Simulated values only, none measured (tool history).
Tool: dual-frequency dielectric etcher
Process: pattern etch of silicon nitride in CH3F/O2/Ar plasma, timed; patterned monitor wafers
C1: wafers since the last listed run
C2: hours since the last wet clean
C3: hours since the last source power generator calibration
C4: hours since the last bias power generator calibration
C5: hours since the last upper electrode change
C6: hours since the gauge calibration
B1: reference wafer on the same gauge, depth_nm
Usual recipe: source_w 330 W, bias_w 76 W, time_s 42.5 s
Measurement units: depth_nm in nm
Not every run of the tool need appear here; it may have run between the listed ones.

run 1 hour=0.0 | source_w=330 bias_w=89 time_s=42.5 | C1=0 C2=407.0 C3=3208.0 C4=2707.0 C5=3275.7 C6=18.8 | B1=31.06 | depth_nm=32.08
run 2 hour=76.2 | source_w=330 bias_w=89 time_s=42.5 | C1=700 C2=483.2 C3=3284.2 C4=2783.2 C5=3351.9 C6=95.0 | B1=30.91 | depth_nm=31.95
run 3 hour=112.8 | source_w=330 bias_w=76 time_s=42.5 | C1=336 C2=519.8 C3=3320.8 C4=2819.8 C5=3388.5 C6=131.6 | B1=30.85 | depth_nm=29.44
-- hour=194.4 wet clean of the chamber
run 4 hour=215.2 | source_w=330 bias_w=76 time_s=42.5 | C1=720 C2=20.8 C3=3423.2 C4=2922.2 C5=3490.9 C6=234.0 | B1=30.71 | depth_nm=29.47
run 5 hour=303.8 | source_w=330 bias_w=76 time_s=42.5 | C1=813 C2=109.4 C3=3511.8 C4=3010.8 C5=3579.5 C6=322.6 | B1=30.61 | depth_nm=29.17
run 6 hour=342.4 | source_w=330 bias_w=76 time_s=42.5 | C1=354 C2=148.0 C3=3550.4 C4=3049.4 C5=3618.1 C6=361.2 | B1=30.59 | depth_nm=28.92
run 7 hour=446.8 | source_w=330 bias_w=76 time_s=42.5 | C1=959 C2=252.4 C3=3654.8 C4=3153.8 C5=3722.5 C6=465.6 | B1=30.46 | depth_nm=29.22
run 8 hour=509.9 | source_w=330 bias_w=76 time_s=42.5 | C1=579 C2=315.5 C3=3717.9 C4=3216.9 C5=3785.6 C6=528.7 | B1=30.39 | depth_nm=29.14
run 9 hour=616.8 | source_w=330 bias_w=76 time_s=42.5 | C1=982 C2=422.4 C3=3824.8 C4=3323.8 C5=3892.5 C6=635.6 | B1=30.35 | depth_nm=28.96
run 10 hour=752.2 | source_w=330 bias_w=76 time_s=42.5 | C1=1243 C2=557.8 C3=3960.2 C4=3459.2 C5=4027.9 C6=771.0 | B1=30.35 | depth_nm=28.84
-- hour=809.6 wet clean of the chamber
run 11 hour=858.9 | source_w=380 bias_w=76 time_s=42.5 | C1=759 C2=49.3 C3=4066.9 C4=3565.9 C5=4134.6 C6=877.7 | B1=30.26 | depth_nm=30.41
-- hour=927.3 upper electrode replaced
run 12 hour=954.4 | source_w=350 bias_w=91 time_s=46.0 | C1=656 C2=144.8 C3=4162.4 C4=3661.4 C5=27.1 C6=973.2 | B1=30.25 | depth_nm=34.90
run 13 hour=1057.8 | source_w=330 bias_w=76 time_s=42.5 | C1=949 C2=248.2 C3=4265.8 C4=3764.8 C5=130.5 C6=1076.6 | B1=30.20 | depth_nm=28.73
-- hour=1092.5 bias power generator calibrated
run 14 hour=1105.6 | source_w=290 bias_w=76 time_s=42.5 | C1=402 C2=296.0 C3=4313.6 C4=13.1 C5=178.3 C6=1124.4 | B1=30.12 | depth_nm=27.39
run 15 hour=1154.7 | source_w=350 bias_w=76 time_s=42.5 | C1=451 C2=345.1 C3=4362.7 C4=62.2 C5=227.4 C6=1173.5 | B1=30.20 | depth_nm=29.12
run 16 hour=1211.2 | source_w=330 bias_w=60 time_s=30.0 | C1=519 C2=401.6 C3=4419.2 C4=118.7 C5=283.9 C6=1230.0 | B1=30.12 | depth_nm=18.17
run 17 hour=1300.1 | source_w=330 bias_w=76 time_s=42.5 | C1=816 C2=490.5 C3=4508.1 C4=207.6 C5=372.8 C6=1318.9 | B1=30.14 | depth_nm=28.82
-- hour=1315.0 gauge calibrated
-- hour=1317.3 source power generator calibrated
-- hour=1341.9 wet clean of the chamber
run 18 hour=1380.6 | source_w=360 bias_w=82 time_s=36.5 | C1=482 C2=38.7 C3=63.3 C4=288.1 C5=453.3 C6=65.6 | B1=31.00 | depth_nm=27.27
run 19 hour=1440.1 | source_w=380 bias_w=76 time_s=34.5 | C1=546 C2=98.2 C3=122.8 C4=347.6 C5=512.8 C6=125.1 | B1=30.93 | depth_nm=25.44
run 20 hour=1480.5 | source_w=330 bias_w=76 time_s=42.5 | C1=371 C2=138.6 C3=163.2 C4=388.0 C5=553.2 C6=165.5 | B1=30.86 | depth_nm=29.18
run 21 hour=1574.7 | source_w=370 bias_w=76 time_s=42.5 | C1=865 C2=232.8 C3=257.4 C4=482.2 C5=647.4 C6=259.7 | B1=30.76 | depth_nm=30.50
run 22 hour=1680.0 | source_w=260 bias_w=61 time_s=42.5 | C1=967 C2=338.1 C3=362.7 C4=587.5 C5=752.7 C6=365.0 | B1=30.61 | depth_nm=23.89
run 23 hour=1750.1 | source_w=330 bias_w=76 time_s=42.5 | C1=644 C2=408.2 C3=432.8 C4=657.6 C5=822.8 C6=435.1 | B1=30.53 | depth_nm=29.05

Each row is a separate what-if for the run after 23, all from the same tool condition, not one after another. Results?
run A hour=1750.5 | source_w=330 bias_w=76 time_s=32.5 | C1=3 C2=408.6 C3=433.2 C4=658.0 C5=823.2 C6=435.5 | B1=? | depth_nm=?
run B hour=1750.5 | source_w=390 bias_w=76 time_s=42.5 | C1=3 C2=408.6 C3=433.2 C4=658.0 C5=823.2 C6=435.5 | B1=? | depth_nm=?
run C hour=1750.5 | source_w=330 bias_w=76 time_s=47.0 | C1=3 C2=408.6 C3=433.2 C4=658.0 C5=823.2 C6=435.5 | B1=? | depth_nm=?
run D hour=1750.5 | source_w=300 bias_w=76 time_s=42.5 | C1=3 C2=408.6 C3=433.2 C4=658.0 C5=823.2 C6=435.5 | B1=? | depth_nm=?
run E hour=1750.5 | source_w=380 bias_w=76 time_s=38.5 | C1=3 C2=408.6 C3=433.2 C4=658.0 C5=823.2 C6=435.5 | B1=? | depth_nm=?

run=A B1=30.52 depth_nm=22.28
run=B B1=30.52 depth_nm=31.15
run=C B1=30.52 depth_nm=32.22
run=D B1=30.52 depth_nm=28.04
run=E B1=30.52 depth_nm=27.92
With no hidden state in the tool, these same runs would have given:
run=A depth_nm=22.76
run=B depth_nm=31.82
run=C depth_nm=32.92
run=D depth_nm=28.64
run=E depth_nm=28.53
